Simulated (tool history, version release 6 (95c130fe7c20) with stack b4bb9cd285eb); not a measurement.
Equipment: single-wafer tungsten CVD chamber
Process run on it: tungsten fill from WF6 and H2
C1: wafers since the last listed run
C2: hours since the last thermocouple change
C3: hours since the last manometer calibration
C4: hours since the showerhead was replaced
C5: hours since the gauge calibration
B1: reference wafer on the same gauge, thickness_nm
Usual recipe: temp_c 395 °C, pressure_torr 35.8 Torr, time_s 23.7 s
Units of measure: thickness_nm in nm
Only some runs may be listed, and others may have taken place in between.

run 1 hour=0.0 | temp_c=395 pressure_torr=35.8 time_s=23.7 | C1=0 C2=1555.8 C3=1148.0 C4=8067.0 C5=3737.8 | B1=75.288 | thickness_nm=70.077
run 2 hour=273.9 | temp_c=395 pressure_torr=35.8 time_s=23.7 | C1=4674 C2=1829.7 C3=1421.9 C4=8340.9 C5=4011.7 | B1=75.253 | thickness_nm=70.426
run 3 hour=548.4 | temp_c=386 pressure_torr=28.7 time_s=23.7 | C1=4684 C2=2104.2 C3=1696.4 C4=8615.4 C5=4286.2 | B1=75.369 | thickness_nm=53.459
-- hour=591.2 showerhead replaced
run 4 hour=596.0 | temp_c=386 pressure_torr=28.7 time_s=23.7 | C1=675 C2=2151.8 C3=1744.0 C4=4.8 C5=4333.8 | B1=75.266 | thickness_nm=53.439
run 5 hour=663.4 | temp_c=386 pressure_torr=28.7 time_s=23.7 | C1=1150 C2=2219.2 C3=1811.4 C4=72.2 C5=4401.2 | B1=75.309 | thickness_nm=53.318
-- hour=734.4 thermocouple changed; heater temperature recalibrated
run 6 hour=741.1 | temp_c=406 pressure_torr=35.8 time_s=23.7 | C1=1189 C2=6.7 C3=1889.1 C4=149.9 C5=4478.9 | B1=75.303 | thickness_nm=85.508
run 7 hour=778.1 | temp_c=406 pressure_torr=35.8 time_s=23.7 | C1=631 C2=43.7 C3=1926.1 C4=186.9 C5=4515.9 | B1=75.348 | thickness_nm=85.369
run 8 hour=883.4 | temp_c=406 pressure_torr=35.8 time_s=23.7 | C1=1797 C2=149.0 C3=2031.4 C4=292.2 C5=4621.2 | B1=75.299 | thickness_nm=85.454
run 9 hour=931.0 | temp_c=395 pressure_torr=33.8 time_s=23.7 | C1=812 C2=196.6 C3=2079.0 C4=339.8 C5=4668.8 | B1=75.315 | thickness_nm=66.946
-- hour=946.3 capacitance manometer re-zeroed and calibrated
run 10 hour=1033.6 | temp_c=395 pressure_torr=33.8 time_s=23.7 | C1=1614 C2=299.2 C3=87.3 C4=442.4 C5=4771.4 | B1=75.258 | thickness_nm=67.203
run 11 hour=1130.4 | temp_c=395 pressure_torr=35.8 time_s=23.7 | C1=1652 C2=396.0 C3=184.1 C4=539.2 C5=4868.2 | B1=75.348 | thickness_nm=68.924
-- hour=1161.7 gauge calibrated
run 12 hour=1222.4 | temp_c=388 pressure_torr=29.0 time_s=23.7 | C1=1570 C2=488.0 C3=276.1 C4=631.2 C5=60.7 | B1=75.276 | thickness_nm=54.979
run 13 hour=1266.6 | temp_c=384 pressure_torr=27.9 time_s=23.7 | C1=754 C2=532.2 C3=320.3 C4=675.4 C5=104.9 | B1=75.255 | thickness_nm=49.430
run 14 hour=1346.3 | temp_c=402 pressure_torr=39.5 time_s=27.6 | C1=1360 C2=611.9 C3=400.0 C4=755.1 C5=184.6 | B1=75.274 | thickness_nm=96.266
run 15 hour=1408.5 | temp_c=395 pressure_torr=40.4 time_s=20.8 | C1=1061 C2=674.1 C3=462.2 C4=817.3 C5=246.8 | B1=75.295 | thickness_nm=63.440
run 16 hour=1493.1 | temp_c=381 pressure_torr=28.6 time_s=27.8 | C1=1443 C2=758.7 C3=546.8 C4=901.9 C5=331.4 | B1=75.252 | thickness_nm=55.139
run 17 hour=1587.7 | temp_c=381 pressure_torr=39.4 time_s=23.7 | C1=1614 C2=853.3 C3=641.4 C4=996.5 C5=426.0 | B1=75.290 | thickness_nm=52.426
run 18 hour=1653.2 | temp_c=395 pressure_torr=35.8 time_s=21.7 | C1=1117 C2=918.8 C3=706.9 C4=1062.0 C5=491.5 | B1=75.317 | thickness_nm=63.704
run 19 hour=1756.8 | temp_c=389 pressure_torr=32.4 time_s=28.2 | C1=1768 C2=1022.4 C3=810.5 C4=1165.6 C5=595.1 | B1=75.271 | thickness_nm=70.364
run 20 hour=1824.6 | temp_c=390 pressure_torr=35.8 time_s=23.7 | C1=1157 C2=1090.2 C3=878.3 C4=1233.4 C5=662.9 | B1=75.303 | thickness_nm=62.410
run 21 hour=1875.2 | temp_c=395 pressure_torr=35.8 time_s=23.7 | C1=863 C2=1140.8 C3=928.9 C4=1284.0 C5=713.5 | B1=75.313 | thickness_nm=69.187
run 22 hour=1950.4 | temp_c=383 pressure_torr=43.3 time_s=19.6 | C1=1283 C2=1216.0 C3=1004.1 C4=1359.2 C5=788.7 | B1=75.289 | thickness_nm=47.120
run 23 hour=2030.4 | temp_c=395 pressure_torr=35.8 time_s=23.7 | C1=1365 C2=1296.0 C3=1084.1 C4=1439.2 C5=868.7 | B1=75.306 | thickness_nm=69.855
run 24 hour=2068.9 | temp_c=399 pressure_torr=35.8 time_s=27.9 | C1=657 C2=1334.5 C3=1122.6 C4=1477.7 C5=907.2 | B1=75.302 | thickness_nm=89.720
run 25 hour=2122.6 | temp_c=395 pressure_torr=35.8 time_s=23.7 | C1=916 C2=1388.2 C3=1176.3 C4=1531.4 C5=960.9 | B1=75.308 | thickness_nm=69.546
run 26 hour=2162.2 | temp_c=395 pressure_torr=35.8 time_s=27.4 | C1=675 C2=1427.8 C3=1215.9 C4=1571.0 C5=1000.5 | B1=75.321 | thickness_nm=80.453
run 27 hour=2211.8 | temp_c=395 pressure_torr=35.8 time_s=23.7 | C1=846 C2=1477.4 C3=1265.5 C4=1620.6 C5=1050.1 | B1=75.253 | thickness_nm=69.668
run 28 hour=2281.3 | temp_c=387 pressure_torr=35.8 time_s=23.7 | C1=1186 C2=1546.9 C3=1335.0 C4=1690.1 C5=1119.6 | B1=75.349 | thickness_nm=58.441

What will run 29 give?
run 29 hour=2387.8 | temp_c=390 pressure_torr=27.1 time_s=22.0 | C1=1817 C2=1653.4 C3=1441.5 C4=1796.6 C5=1226.1 | B1=? | thickness_nm=?

{"run 29": {"B1": 75.305, "thickness_nm": 53.053}}
Take away the tool's hidden state, keep the run-to-run variation as it was, and the same run would have given thickness_nm 51.792 nm.
